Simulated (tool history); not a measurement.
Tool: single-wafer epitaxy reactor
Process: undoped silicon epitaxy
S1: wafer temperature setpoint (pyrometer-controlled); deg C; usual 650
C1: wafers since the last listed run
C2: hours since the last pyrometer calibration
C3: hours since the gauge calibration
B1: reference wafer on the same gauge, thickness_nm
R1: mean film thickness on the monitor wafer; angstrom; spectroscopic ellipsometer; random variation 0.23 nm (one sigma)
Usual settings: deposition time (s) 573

{"run": 1, "hour": 0.0, "S1": 650, "deposition time (s)": 573, "C1": 0, "C2": 2055.3, "C3": 262.8, "B1": 94.11, "R1": 956.28}
{"run": 2, "hour": 10.4, "S1": 650, "deposition time (s)": 573, "C1": 30, "C2": 2065.7, "C3": 273.2, "B1": 94.054, "R1": 952.05}
{"run": 3, "hour": 20.2, "S1": 641, "deposition time (s)": 573, "C1": 28, "C2": 2075.5, "C3": 283, "B1": 94.086, "R1": 803.25}
{"run": 4, "hour": 30.1, "S1": 641, "deposition time (s)": 573, "C1": 28, "C2": 2085.4, "C3": 292.9, "B1": 94.057, "R1": 801.23}
{"run": 5, "hour": 39.8, "S1": 657, "deposition time (s)": 523, "C1": 28, "C2": 2095.1, "C3": 302.6, "B1": 94.052, "R1": 997.05}
{"run": 6, "hour": 51.2, "S1": 650, "deposition time (s)": 573, "C1": 33, "C2": 2106.5, "C3": 314, "B1": 94.117, "R1": 954.36}
{"run": 7, "hour": 58.8, "S1": 639, "deposition time (s)": 504, "C1": 22, "C2": 2114.1, "C3": 321.6, "B1": 94.092, "R1": 679.02}
{"run": 8, "hour": 73.4, "S1": 639, "deposition time (s)": 504, "C1": 42, "C2": 2128.7, "C3": 336.2, "B1": 94.101, "R1": 678.15}
{"run": 9, "hour": 86.8, "S1": 650, "deposition time (s)": 573, "C1": 38, "C2": 2142.1, "C3": 349.6, "B1": 94.113, "R1": 952.93}
{"run": 10, "hour": 93.0, "S1": 650, "deposition time (s)": 573, "C1": 17, "C2": 2148.3, "C3": 355.8, "B1": 94.084, "R1": 954.21}
{"run": 11, "hour": 105.6, "S1": 650, "deposition time (s)": 573, "C1": 36, "C2": 2160.9, "C3": 368.4, "B1": 94.09, "R1": 950.26}
{"run": 12, "hour": 120.1, "S1": 650, "deposition time (s)": 573, "C1": 42, "C2": 2175.4, "C3": 382.9, "B1": 94.078, "R1": 950.12}
{"run": 13, "hour": 128.9, "S1": 650, "deposition time (s)": 573, "C1": 25, "C2": 2184.2, "C3": 391.7, "B1": 94.052, "R1": 953.16}
{"run": 14, "hour": 137.4, "S1": 650, "deposition time (s)": 573, "C1": 24, "C2": 2192.7, "C3": 400.2, "B1": 94.067, "R1": 953.64}
{"run": 15, "hour": 145.6, "S1": 650, "deposition time (s)": 573, "C1": 23, "C2": 2200.9, "C3": 408.4, "B1": 94.086, "R1": 952.64}
{"run": 16, "hour": 155.8, "S1": 650, "deposition time (s)": 635, "C1": 29, "C2": 2211.1, "C3": 418.6, "B1": 94.091, "R1": 1052.68}
{"run": 17, "hour": 177.2, "S1": 660, "deposition time (s)": 625, "C1": 62, "C2": 2232.5, "C3": 440, "B1": 94.073, "R1": 1244.92}
{"run": 18, "hour": 194.7, "S1": 650, "deposition time (s)": 573, "C1": 50, "C2": 2250, "C3": 457.5, "B1": 94.156, "R1": 948.33}
{"run": 19, "hour": 208.6, "S1": 650, "deposition time (s)": 573, "C1": 40, "C2": 2263.9, "C3": 471.4, "B1": 94.106, "R1": 943.33}
{"run": 20, "hour": 221.5, "S1": 653, "deposition time (s)": 549, "C1": 37, "C2": 2276.8, "C3": 484.3, "B1": 94.099, "R1": 965.37}
{"run": 21, "hour": 238.0, "S1": 653, "deposition time (s)": 549, "C1": 47, "C2": 2293.3, "C3": 500.8, "B1": 94.065, "R1": 959.02}
{"run": 22, "hour": 248.5, "S1": 653, "deposition time (s)": 549, "C1": 30, "C2": 2303.8, "C3": 511.3, "B1": 94.111, "R1": 958.7}
{"run": 23, "hour": 254.6, "S1": 661, "deposition time (s)": 630, "C1": 17, "C2": 2309.9, "C3": 517.4, "B1": 94.078, "R1": 1282.25}
{"run": 24, "hour": 268.1, "S1": 650, "deposition time (s)": 573, "C1": 39, "C2": 2323.4, "C3": 530.9, "B1": 94.094, "R1": 943.74}
{"run": 25, "hour": 279.2, "S1": 642, "deposition time (s)": 506, "C1": 32, "C2": 2334.5, "C3": 542, "B1": 94.112, "R1": 714.93}
{"run": 26, "hour": 288.4, "S1": 641, "deposition time (s)": 502, "C1": 26, "C2": 2343.7, "C3": 551.2, "B1": 94.015, "R1": 695.91}
{"run": 27, "hour": 303.5, "S1": 638, "deposition time (s)": 606, "C1": 43, "C2": 2358.8, "C3": 566.3, "B1": 94.123, "R1": 788.46}
{"run": 28, "hour": 314.6, "S1": 646, "deposition time (s)": 640, "C1": 32, "C2": 2369.9, "C3": 577.4, "B1": 94.122, "R1": 978.5}
{"run": 29, "hour": 328.5, "S1": 662, "deposition time (s)": 529, "C1": 40, "C2": 2383.8, "C3": 591.3, "B1": 94.147, "R1": 1091.98}
{"hour": 329.2, "done": "gauge calibrated"}
{"run": 30, "hour": 337.0, "S1": 645, "deposition time (s)": 507, "C1": 24, "C2": 2392.3, "C3": 7.8, "B1": 94.098, "R1": 755.87}
{"hour": 364.5, "done": "pyrometer calibrated"}
{"run": 31, "hour": 364.9, "S1": 650, "deposition time (s)": 573, "C1": 57, "C2": 0.4, "C3": 35.7, "B1": 94.106, "R1": 975.63}
{"run": 32, "hour": 375.3, "S1": 643, "deposition time (s)": 573, "C1": 30, "C2": 10.8, "C3": 46.1, "B1": 94.084, "R1": 854.36}
{"run": 33, "hour": 382.6, "S1": 656, "deposition time (s)": 642, "C1": 21, "C2": 18.1, "C3": 53.4, "B1": 94.113, "R1": 1226.16}
{"run": 34, "hour": 393.4, "S1": 650, "deposition time (s)": 466, "C1": 31, "C2": 28.9, "C3": 64.2, "B1": 94.039, "R1": 793.61}
{"run": 35, "hour": 406.1, "S1": 650, "deposition time (s)": 509, "C1": 36, "C2": 41.6, "C3": 76.9, "B1": 94.021, "R1": 871.15}
{"run": 36, "hour": 417.6, "S1": 650, "deposition time (s)": 573, "C1": 33, "C2": 53.1, "C3": 88.4, "B1": 94.05, "R1": 978.08}
{"run": 37, "hour": 429.5, "S1": 650, "deposition time (s)": 573, "C1": 34, "C2": 65, "C3": 100.3, "B1": 94.093, "R1": 978.08}
{"run": 38, "hour": 443.1, "S1": 650, "deposition time (s)": 573, "C1": 39, "C2": 78.6, "C3": 113.9, "B1": 94.137, "R1": 975.89}
{"run": 39, "hour": 455.2, "S1": 638, "deposition time (s)": 544, "C1": 35, "C2": 90.7, "C3": 126, "B1": 94.072, "R1": 737.14}
{"run": 40, "hour": 472.9, "S1": 657, "deposition time (s)": 633, "C1": 51, "C2": 108.4, "C3": 143.7, "B1": 94.122, "R1": 1235.88}
{"run": 41, "hour": 485.7, "S1": 643, "deposition time (s)": 517, "C1": 37, "C2": 121.2, "C3": 156.5, "B1": 94.121, "R1": 770.32}
{"run": 42, "hour": 501.2, "S1": 650, "deposition time (s)": 573, "C1": 44, "C2": 136.7, "C3": 172, "B1": 94.123, "R1": 977.74}
{"run": 43, "hour": 518.7, "S1": 642, "deposition time (s)": 573, "C1": 50, "C2": 154.2, "C3": 189.5, "B1": 94.095, "R1": 840.49}
{"run": 44, "hour": 533.0, "S1": 656, "deposition time (s)": 487, "C1": 41, "C2": 168.5, "C3": 203.8, "B1": 94.117, "R1": 934.31}
{"run": 45, "hour": 542.0, "S1": 660, "deposition time (s)": 573, "C1": 26, "C2": 177.5, "C3": 212.8, "B1": 94.146, "R1": 1185.71}

Forecast each of these 5 alternatives for the next run:
{"run": "A", "hour": 542.6, "S1": 650, "deposition time (s)": 573, "C1": 1, "C2": 178.1, "C3": 213.4, "B1": "?", "R1": "?"}
{"run": "B", "hour": 542.6, "S1": 636, "deposition time (s)": 459, "C1": 1, "C2": 178.1, "C3": 213.4, "B1": "?", "R1": "?"}
{"run": "C", "hour": 542.6, "S1": 659, "deposition time (s)": 482, "C1": 1, "C2": 178.1, "C3": 213.4, "B1": "?", "R1": "?"}
{"run": "D", "hour": 542.6, "S1": 659, "deposition time (s)": 669, "C1": 1, "C2": 178.1, "C3": 213.4, "B1": "?", "R1": "?"}
{"run": "E", "hour": 542.6, "S1": 656, "deposition time (s)": 684, "C1": 1, "C2": 178.1, "C3": 213.4, "B1": "?", "R1": "?"}

run=A B1=94.107 R1=981.01
run=B B1=94.107 R1=598.74
run=C B1=94.107 R1=979.1
run=D B1=94.107 R1=1358.96
run=E B1=94.107 R1=1312.88
Without the tool's hidden state the same runs would have given:
run=A R1=975.62
run=B R1=595.36
run=C R1=973.81
run=D R1=1351.62
run=E R1=1305.74
